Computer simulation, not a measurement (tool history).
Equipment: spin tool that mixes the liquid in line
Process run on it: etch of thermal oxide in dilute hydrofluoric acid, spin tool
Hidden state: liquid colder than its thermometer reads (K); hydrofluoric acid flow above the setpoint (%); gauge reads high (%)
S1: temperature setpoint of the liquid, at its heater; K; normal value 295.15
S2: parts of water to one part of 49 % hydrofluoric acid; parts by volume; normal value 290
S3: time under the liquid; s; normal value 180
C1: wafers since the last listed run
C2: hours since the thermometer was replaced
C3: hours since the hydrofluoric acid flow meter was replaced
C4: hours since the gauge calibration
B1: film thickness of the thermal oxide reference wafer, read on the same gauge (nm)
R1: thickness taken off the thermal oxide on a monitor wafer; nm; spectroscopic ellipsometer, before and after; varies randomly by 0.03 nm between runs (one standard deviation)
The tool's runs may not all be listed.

{"run": 1, "hour": 0.0, "S1": 295.15, "S2": 290, "S3": 180, "C1": 0, "C2": 147.4, "C3": 113.7, "C4": 2205.7, "B1": 49.959, "R1": 1.981}
{"run": 2, "hour": 38.5, "S1": 293.65, "S2": 290, "S3": 180, "C1": 231, "C2": 185.9, "C3": 152.2, "C4": 2244.2, "B1": 50.017, "R1": 1.976}
{"run": 3, "hour": 115.8, "S1": 295.15, "S2": 290, "S3": 180, "C1": 464, "C2": 263.2, "C3": 229.5, "C4": 2321.5, "B1": 50.011, "R1": 2.094}
{"run": 4, "hour": 223.2, "S1": 295.15, "S2": 290, "S3": 180, "C1": 645, "C2": 370.6, "C3": 336.9, "C4": 2428.9, "B1": 49.994, "R1": 2.077}
{"run": 5, "hour": 269.4, "S1": 298.15, "S2": 290, "S3": 180, "C1": 277, "C2": 416.8, "C3": 383.1, "C4": 2475.1, "B1": 50.016, "R1": 2.391}
{"run": 6, "hour": 510.8, "S1": 298.15, "S2": 290, "S3": 180, "C1": 1450, "C2": 658.2, "C3": 624.5, "C4": 2716.5, "B1": 50.028, "R1": 2.385}
{"hour": 540.8, "done": "hydrofluoric acid flow meter replaced"}
{"run": 7, "hour": 550.9, "S1": 291.15, "S2": 290, "S3": 180, "C1": 234, "C2": 698.3, "C3": 10.1, "C4": 2756.6, "B1": 50.031, "R1": 1.619}
{"run": 8, "hour": 618.5, "S1": 291.15, "S2": 290, "S3": 180, "C1": 406, "C2": 765.9, "C3": 77.7, "C4": 2824.2, "B1": 50.031, "R1": 1.623}
{"run": 9, "hour": 694.1, "S1": 291.15, "S2": 290, "S3": 180, "C1": 454, "C2": 841.5, "C3": 153.3, "C4": 2899.8, "B1": 49.995, "R1": 1.593}
{"hour": 708.8, "done": "thermometer replaced"}
{"run": 10, "hour": 775.4, "S1": 298.15, "S2": 290, "S3": 230, "C1": 482, "C2": 66.6, "C3": 234.6, "C4": 2981.1, "B1": 49.995, "R1": 2.998}
{"run": 11, "hour": 839.4, "S1": 295.15, "S2": 290, "S3": 180, "C1": 384, "C2": 130.6, "C3": 298.6, "C4": 3045.1, "B1": 50.004, "R1": 2.136}
{"run": 12, "hour": 909.4, "S1": 295.15, "S2": 290, "S3": 180, "C1": 420, "C2": 200.6, "C3": 368.6, "C4": 3115.1, "B1": 50.034, "R1": 2.16}
{"run": 13, "hour": 964.4, "S1": 297.15, "S2": 290, "S3": 210, "C1": 330, "C2": 255.6, "C3": 423.6, "C4": 3170.1, "B1": 49.982, "R1": 2.75}
{"run": 14, "hour": 1064.6, "S1": 295.15, "S2": 365, "S3": 120, "C1": 602, "C2": 355.8, "C3": 523.8, "C4": 3270.3, "B1": 50.022, "R1": 1.07}
{"run": 15, "hour": 1139.6, "S1": 298.15, "S2": 380, "S3": 110, "C1": 450, "C2": 430.8, "C3": 598.8, "C4": 3345.3, "B1": 50.027, "R1": 1.038}
{"hour": 1161.1, "done": "hydrofluoric acid flow meter replaced"}
{"run": 16, "hour": 1227.1, "S1": 297.15, "S2": 410, "S3": 210, "C1": 519, "C2": 518.3, "C3": 66, "C4": 3432.8, "B1": 50.029, "R1": 1.538}
{"run": 17, "hour": 1298.9, "S1": 295.15, "S2": 290, "S3": 180, "C1": 431, "C2": 590.1, "C3": 137.8, "C4": 3504.6, "B1": 49.961, "R1": 1.975}
{"run": 18, "hour": 1395.8, "S1": 295.15, "S2": 205, "S3": 180, "C1": 582, "C2": 687, "C3": 234.7, "C4": 3601.5, "B1": 50.002, "R1": 3.03}
{"run": 19, "hour": 1465.9, "S1": 293.15, "S2": 290, "S3": 180, "C1": 421, "C2": 757.1, "C3": 304.8, "C4": 3671.6, "B1": 50.016, "R1": 1.822}
{"run": 20, "hour": 1561.6, "S1": 292.65, "S2": 290, "S3": 240, "C1": 575, "C2": 852.8, "C3": 400.5, "C4": 3767.3, "B1": 49.994, "R1": 2.423}
{"hour": 1593.5, "done": "thermometer replaced"}
{"hour": 1614.0, "done": "gauge calibrated"}
{"run": 21, "hour": 1616.6, "S1": 300.15, "S2": 290, "S3": 150, "C1": 324, "C2": 23.1, "C3": 455.5, "C4": 2.6, "B1": 49.985, "R1": 2.214}
{"run": 22, "hour": 1662.2, "S1": 292.65, "S2": 290, "S3": 115, "C1": 273, "C2": 68.7, "C3": 501.1, "C4": 48.2, "B1": 49.972, "R1": 1.261}
{"run": 23, "hour": 1708.9, "S1": 293.15, "S2": 435, "S3": 75, "C1": 280, "C2": 115.4, "C3": 547.8, "C4": 94.9, "B1": 49.966, "R1": 0.518}
{"run": 24, "hour": 1804.3, "S1": 290.15, "S2": 290, "S3": 105, "C1": 573, "C2": 210.8, "C3": 643.2, "C4": 190.3, "B1": 50.02, "R1": 1.059}
{"hour": 1952.7, "done": "hydrofluoric acid flow meter replaced"}
{"run": 25, "hour": 1992.8, "S1": 297.15, "S2": 290, "S3": 220, "C1": 1126, "C2": 399.3, "C3": 40.1, "C4": 378.8, "B1": 50.02, "R1": 2.614}
{"run": 26, "hour": 2041.0, "S1": 295.15, "S2": 290, "S3": 180, "C1": 289, "C2": 447.5, "C3": 88.3, "C4": 427, "B1": 50.016, "R1": 1.939}
{"run": 27, "hour": 2235.7, "S1": 300.15, "S2": 215, "S3": 180, "C1": 1169, "C2": 642.2, "C3": 283, "C4": 621.7, "B1": 49.973, "R1": 3.536}
{"run": 28, "hour": 2284.6, "S1": 295.15, "S2": 290, "S3": 180, "C1": 293, "C2": 691.1, "C3": 331.9, "C4": 670.6, "B1": 50.027, "R1": 2.031}
{"hour": 2321.6, "done": "thermometer replaced"}
{"run": 29, "hour": 2391.8, "S1": 293.15, "S2": 290, "S3": 180, "C1": 638, "C2": 70.2, "C3": 439.1, "C4": 777.8, "B1": 50.039, "R1": 2.025}
{"run": 30, "hour": 2446.7, "S1": 297.15, "S2": 225, "S3": 245, "C1": 329, "C2": 125.1, "C3": 494, "C4": 832.7, "B1": 50.029, "R1": 4.464}
{"run": 31, "hour": 2550.3, "S1": 295.15, "S2": 290, "S3": 180, "C1": 622, "C2": 228.7, "C3": 597.6, "C4": 936.3, "B1": 50.013, "R1": 2.188}
{"hour": 2624.7, "done": "hydrofluoric acid flow meter replaced"}
{"run": 32, "hour": 2631.4, "S1": 298.15, "S2": 360, "S3": 180, "C1": 481, "C2": 309.8, "C3": 6.7, "C4": 1017.4, "B1": 49.984, "R1": 1.665}
{"run": 33, "hour": 2668.2, "S1": 291.15, "S2": 290, "S3": 265, "C1": 221, "C2": 346.6, "C3": 43.5, "C4": 1054.2, "B1": 49.986, "R1": 2.516}
{"run": 34, "hour": 2745.1, "S1": 295.15, "S2": 290, "S3": 180, "C1": 462, "C2": 423.5, "C3": 120.4, "C4": 1131.1, "B1": 50.031, "R1": 1.991}

Forecast each of these 3 alternatives for the next run:
{"run": "A", "hour": 2745.6, "S1": 296.65, "S2": 290, "S3": 180, "C1": 3, "C2": 424, "C3": 120.9, "C4": 1131.6, "B1": "?", "R1": "?"}
{"run": "B", "hour": 2745.6, "S1": 299.65, "S2": 350, "S3": 130, "C1": 3, "C2": 424, "C3": 120.9, "C4": 1131.6, "B1": "?", "R1": "?"}
{"run": "C", "hour": 2745.6, "S1": 299.15, "S2": 210, "S3": 180, "C1": 3, "C2": 424, "C3": 120.9, "C4": 1131.6, "B1": "?", "R1": "?"}

run=A B1=49.977 R1=2.117
run=B B1=49.977 R1=1.33
run=C B1=49.977 R1=3.462
With no hidden state in the tool, these same runs would have given:
run=A R1=2.132
run=B R1=1.332
run=C R1=3.496

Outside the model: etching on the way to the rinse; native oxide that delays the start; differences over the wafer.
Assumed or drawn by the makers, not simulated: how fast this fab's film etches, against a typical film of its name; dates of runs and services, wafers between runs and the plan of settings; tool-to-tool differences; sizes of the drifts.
